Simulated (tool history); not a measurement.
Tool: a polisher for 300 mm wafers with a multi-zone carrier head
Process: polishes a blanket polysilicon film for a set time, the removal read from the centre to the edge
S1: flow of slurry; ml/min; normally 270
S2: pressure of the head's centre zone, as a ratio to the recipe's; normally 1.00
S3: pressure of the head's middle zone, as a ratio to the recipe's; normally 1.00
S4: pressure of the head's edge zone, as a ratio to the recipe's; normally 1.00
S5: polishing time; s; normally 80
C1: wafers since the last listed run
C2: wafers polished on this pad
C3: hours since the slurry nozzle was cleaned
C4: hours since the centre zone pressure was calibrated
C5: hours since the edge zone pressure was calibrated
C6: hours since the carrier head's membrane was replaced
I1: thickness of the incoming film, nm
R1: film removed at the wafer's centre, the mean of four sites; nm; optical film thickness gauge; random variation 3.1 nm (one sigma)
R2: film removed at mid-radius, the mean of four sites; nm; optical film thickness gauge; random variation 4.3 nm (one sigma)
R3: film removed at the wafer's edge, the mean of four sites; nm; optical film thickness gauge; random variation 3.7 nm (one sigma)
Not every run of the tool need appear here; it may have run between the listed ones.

run 1 day=0.000 | S1=270 S2=1.00 S3=1.00 S4=1.00 S5=80 | C1=0 C2=487 C3=159.7 C4=898.8 C5=721.4 C6=1071.7 | I1=1266.8 | R1=400.9 R2=406.3 R3=407.9
run 2 day=3.083 | S1=270 S2=1.00 S3=1.00 S4=1.00 S5=80 | C1=923 C2=1411 C3=233.7 C4=972.8 C5=795.4 C6=1145.7 | I1=1260.1 | R1=409.7 R2=411.0 R3=410.3
-- day=6.825 worn pad replaced by a new one
run 3 day=6.846 | S1=270 S2=1.00 S3=1.00 S4=1.00 S5=80 | C1=1077 C2=6 C3=324.0 C4=1063.1 C5=885.7 C6=1236.0 | I1=1274.0 | R1=410.4 R2=405.9 R3=417.0
-- day=8.975 slurry nozzle cleaned
run 4 day=9.579 | S1=345 S2=1.00 S3=0.91 S4=1.00 S5=80 | C1=806 C2=812 C3=14.5 C4=1128.7 C5=951.3 C6=1301.6 | I1=1286.7 | R1=409.8 R2=382.0 R3=418.3
run 5 day=12.783 | S1=345 S2=1.00 S3=0.91 S4=1.00 S5=80 | C1=959 C2=1772 C3=91.4 C4=1205.6 C5=1028.2 C6=1378.5 | I1=1292.2 | R1=412.6 R2=385.3 R3=418.5
-- day=14.350 worn pad replaced by a new one
run 6 day=16.425 | S1=345 S2=1.00 S3=0.91 S4=1.00 S5=80 | C1=1040 C2=621 C3=178.8 C4=1293.0 C5=1115.6 C6=1465.9 | I1=1269.7 | R1=412.5 R2=385.6 R3=420.9
-- day=18.225 centre zone pressure recalibrated
run 7 day=19.892 | S1=270 S2=1.00 S3=1.00 S4=1.00 S5=80 | C1=1013 C2=1635 C3=262.0 C4=40.0 C5=1198.8 C6=1549.1 | I1=1287.8 | R1=403.9 R2=417.8 R3=414.0
run 8 day=22.938 | S1=270 S2=1.00 S3=1.00 S4=1.00 S5=80 | C1=912 C2=2547 C3=335.1 C4=113.1 C5=1271.9 C6=1622.2 | I1=1281.3 | R1=407.6 R2=408.3 R3=418.8
-- day=23.696 worn pad replaced by a new one
-- day=24.533 edge zone pressure recalibrated
run 9 day=24.862 | S1=270 S2=1.00 S3=0.92 S4=1.09 S5=80 | C1=501 C2=325 C3=381.3 C4=159.3 C5=7.9 C6=1668.4 | I1=1303.7 | R1=404.2 R2=377.7 R3=429.1
-- day=27.221 slurry nozzle cleaned
run 10 day=28.388 | S1=340 S2=0.88 S3=0.93 S4=1.00 S5=60 | C1=1043 C2=1368 C3=28.0 C4=243.9 C5=92.5 C6=1753.0 | I1=1276.8 | R1=274.0 R2=290.2 R3=313.1
-- day=29.762 carrier head's membrane replaced by a new one
run 11 day=30.833 | S1=270 S2=1.00 S3=1.00 S4=1.00 S5=80 | C1=670 C2=2038 C3=86.7 C4=302.6 C5=151.2 C6=25.7 | I1=1301.1 | R1=408.8 R2=406.2 R3=414.8
-- day=32.846 worn pad replaced by a new one
run 12 day=35.279 | S1=245 S2=1.04 S3=1.00 S4=1.00 S5=71 | C1=1281 C2=729 C3=193.4 C4=409.3 C5=257.9 C6=132.4 | I1=1277.4 | R1=367.6 R2=367.9 R3=365.9
run 13 day=37.212 | S1=270 S2=1.04 S3=1.00 S4=1.00 S5=80 | C1=579 C2=1308 C3=239.8 C4=455.7 C5=304.3 C6=178.8 | I1=1298.7 | R1=416.8 R2=403.0 R3=416.6
run 14 day=39.308 | S1=270 S2=1.00 S3=1.00 S4=1.04 S5=99 | C1=627 C2=1936 C3=290.1 C4=506.0 C5=354.6 C6=229.1 | I1=1277.8 | R1=501.0 R2=507.6 R3=516.8
-- day=39.954 worn pad replaced by a new one
run 15 day=41.792 | S1=310 S2=1.00 S3=1.00 S4=0.92 S5=80 | C1=693 C2=550 C3=349.7 C4=565.6 C5=414.2 C6=288.7 | I1=1279.9 | R1=407.7 R2=417.4 R3=405.6

Forecast each of these 5 alternatives for the next run:
run A day=41.808 | S1=345 S2=1.00 S3=1.00 S4=1.00 S5=80 | C1=4 C2=555 C3=350.1 C4=566.0 C5=414.6 C6=289.1 | I1=1296.0 | R1=? R2=? R3=?
run B day=41.808 | S1=220 S2=0.89 S3=1.00 S4=0.96 S5=69 | C1=4 C2=555 C3=350.1 C4=566.0 C5=414.6 C6=289.1 | I1=1296.0 | R1=? R2=? R3=?
run C day=41.808 | S1=270 S2=1.00 S3=1.00 S4=0.96 S5=80 | C1=4 C2=555 C3=350.1 C4=566.0 C5=414.6 C6=289.1 | I1=1296.0 | R1=? R2=? R3=?
run D day=41.808 | S1=270 S2=1.00 S3=1.00 S4=1.00 S5=56 | C1=4 C2=555 C3=350.1 C4=566.0 C5=414.6 C6=289.1 | I1=1296.0 | R1=? R2=? R3=?
run E day=41.808 | S1=270 S2=1.00 S3=0.90 S4=1.09 S5=80 | C1=4 C2=555 C3=350.1 C4=566.0 C5=414.6 C6=289.1 | I1=1296.0 | R1=? R2=? R3=?

run=A R1=412.0 R2=416.3 R3=419.2
run=B R1=306.8 R2=348.0 R3=347.7
run=C R1=404.4 R2=409.4 R3=407.8
run=D R1=283.0 R2=286.5 R3=289.7
run=E R1=404.1 R2=377.3 R3=428.0
Without the tool's unlogged condition, the same runs would have read:
run=A R1=412.0 R2=416.3 R3=419.2
run=B R1=306.8 R2=348.0 R3=347.7
run=C R1=404.4 R2=409.4 R3=407.8
run=D R1=283.0 R2=286.5 R3=289.7
run=E R1=404.1 R2=377.3 R3=428.0

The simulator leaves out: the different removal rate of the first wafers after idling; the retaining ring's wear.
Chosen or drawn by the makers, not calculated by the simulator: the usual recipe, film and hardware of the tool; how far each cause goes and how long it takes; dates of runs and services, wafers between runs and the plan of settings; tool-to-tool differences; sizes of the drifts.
